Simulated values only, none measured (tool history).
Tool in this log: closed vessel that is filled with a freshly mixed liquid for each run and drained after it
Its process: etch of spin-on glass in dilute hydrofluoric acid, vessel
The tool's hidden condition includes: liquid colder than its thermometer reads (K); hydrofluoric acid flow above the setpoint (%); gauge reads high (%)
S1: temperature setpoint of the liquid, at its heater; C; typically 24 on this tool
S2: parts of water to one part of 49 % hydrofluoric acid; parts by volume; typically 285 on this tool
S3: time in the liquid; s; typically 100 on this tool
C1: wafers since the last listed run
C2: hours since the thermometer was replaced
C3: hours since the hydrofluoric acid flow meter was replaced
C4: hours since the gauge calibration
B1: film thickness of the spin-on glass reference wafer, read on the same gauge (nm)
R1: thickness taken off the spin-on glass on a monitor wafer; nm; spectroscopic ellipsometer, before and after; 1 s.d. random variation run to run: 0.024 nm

run	hour	S1	S2	S3	C1	C2	C3	C4	B1	R1
1	0	24	285	100	0	2699	644	23.6	30	6.08
2	8.1	22	200	100	752	2707.1	652.1	31.7	29.95	8.66
3	17	24	285	100	826	2716	661	40.6	29.99	6.11
4	31.5	24	285	100	1346	2730.5	675.5	55.1	30.01	6.07
5	42.1	24	285	100	984	2741.1	686.1	65.7	30	6.06
6	49	24	285	100	640	2748	693	72.6	30.02	6.09
7	61.9	24	285	100	1197	2760.9	705.9	85.5	30.03	6.12
# hour 71.9: hydrofluoric acid flow meter replaced
8	72.4	24	285	100	882	2771.4	0.5	96	30	5.41
# hour 72.5: gauge calibrated
9	78.3	24	215	100	547	2777.3	6.4	5.8	30.02	7.66
10	95.8	24	150	100	1624	2794.8	23.9	23.3	30.02	11.96
# hour 100.6: thermometer replaced
11	105	21.5	285	60	761	4.4	33.1	32.5	29.99	2.98
12	112.6	19.5	285	55	705	12	40.7	40.1	30.01	2.53
13	125	24	285	100	1151	24.4	53.1	52.5	30.01	5.51
14	136.2	24	285	145	1039	35.6	64.3	63.7	30.02	7.97
15	150.8	29	390	45	1355	50.2	78.9	78.3	30.02	1.93
16	162	24	285	100	1039	61.4	90.1	89.5	29.99	5.49

Each row is a separate what-if for the run after 16, all from the same tool condition, not one after another. Results?
A	162.7	22	285	100	64	62.1	90.8	90.2	?	?
B	162.7	20.5	285	75	64	62.1	90.8	90.2	?	?
C	162.7	26.5	285	145	64	62.1	90.8	90.2	?	?

run	B1	R1
A	29.98	5.14
B	29.98	3.65
C	29.98	8.74
Stripped of hidden state, with their random variation kept, the same runs would have yielded:
run	R1
A	4.85
B	3.44
C	8.22
